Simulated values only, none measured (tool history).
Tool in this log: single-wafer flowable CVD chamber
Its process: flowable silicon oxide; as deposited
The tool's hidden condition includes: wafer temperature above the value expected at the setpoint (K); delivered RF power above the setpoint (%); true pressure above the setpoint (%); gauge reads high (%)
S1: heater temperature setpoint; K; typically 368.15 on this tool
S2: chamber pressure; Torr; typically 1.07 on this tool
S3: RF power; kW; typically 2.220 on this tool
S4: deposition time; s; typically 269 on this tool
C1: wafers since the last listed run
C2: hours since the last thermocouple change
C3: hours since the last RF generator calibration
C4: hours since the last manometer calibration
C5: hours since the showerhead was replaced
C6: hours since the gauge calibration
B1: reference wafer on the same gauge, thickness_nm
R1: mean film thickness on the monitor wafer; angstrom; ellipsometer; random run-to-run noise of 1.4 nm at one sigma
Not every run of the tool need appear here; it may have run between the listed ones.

run	hour	S1	S2	S3	S4	C1	C2	C3	C4	C5	C6	B1	R1
1	0.0	368.15	1.07	2.220	269	0	964.7	1456.0	1527.9	2510.5	29.3	256.959	2339.02
2	34.5	368.15	1.07	2.220	269	159	999.2	1490.5	1562.4	2545.0	63.8	256.669	2319.30
3	44.2	368.15	1.07	2.220	269	44	1008.9	1500.2	1572.1	2554.7	73.5	257.254	2318.74
4	50.7	380.15	1.07	2.220	269	29	1015.4	1506.7	1578.6	2561.2	80.0	256.867	1633.22
5	59.6	368.15	1.07	2.220	269	41	1024.3	1515.6	1587.5	2570.1	88.9	256.947	2292.11
6	73.2	368.15	1.07	2.220	269	62	1037.9	1529.2	1601.1	2583.7	102.5	257.158	2323.44
# hour 87.4: capacitance manometer re-zeroed and calibrated
7	87.9	368.15	1.07	2.220	269	30	1052.6	1543.9	0.5	2598.4	117.2	256.937	2280.75
8	93.0	368.15	1.07	2.220	269	23	1057.7	1549.0	5.6	2603.5	122.3	256.935	2295.59
9	102.9	368.15	1.07	2.220	269	45	1067.6	1558.9	15.5	2613.4	132.2	256.691	2311.69
# hour 114.2: showerhead replaced, of another model than before
10	118.5	368.15	1.25	2.220	225	35	1083.2	1574.5	31.1	4.3	147.8	257.058	2120.33
# hour 130.7: RF generator calibrated
# hour 131.7: gauge calibrated
11	133.7	368.15	1.07	2.220	269	33	1098.4	3.0	46.3	19.5	2.0	257.045	2275.36
# hour 146.7: thermocouple changed; heater temperature recalibrated
12	147.2	368.15	1.07	2.020	224	25	0.5	16.5	59.8	33.0	15.5	256.840	2230.37
13	157.7	368.15	1.25	2.220	225	48	11.0	27.0	70.3	43.5	26.0	256.977	2536.16
14	172.9	368.15	1.07	2.220	233	70	26.2	42.2	85.5	58.7	41.2	257.012	2341.16
15	187.2	368.15	0.85	2.570	269	65	40.5	56.5	99.8	73.0	55.5	257.363	2315.51
16	195.4	354.15	1.07	2.655	269	37	48.7	64.7	108.0	81.2	63.7	256.894	4082.35
17	207.3	378.15	1.07	2.220	311	54	60.6	76.6	119.9	93.1	75.6	256.739	2314.29

The next listed run, before its measurement:
18	215.8	363.15	1.07	2.220	294	39	69.1	85.1	128.4	101.6	84.1	?	?

B1: 256.594
R1: 3382.65 angstrom
The same run, on a tool lacking any hidden state, would have yielded R1 3453.81 angstrom.

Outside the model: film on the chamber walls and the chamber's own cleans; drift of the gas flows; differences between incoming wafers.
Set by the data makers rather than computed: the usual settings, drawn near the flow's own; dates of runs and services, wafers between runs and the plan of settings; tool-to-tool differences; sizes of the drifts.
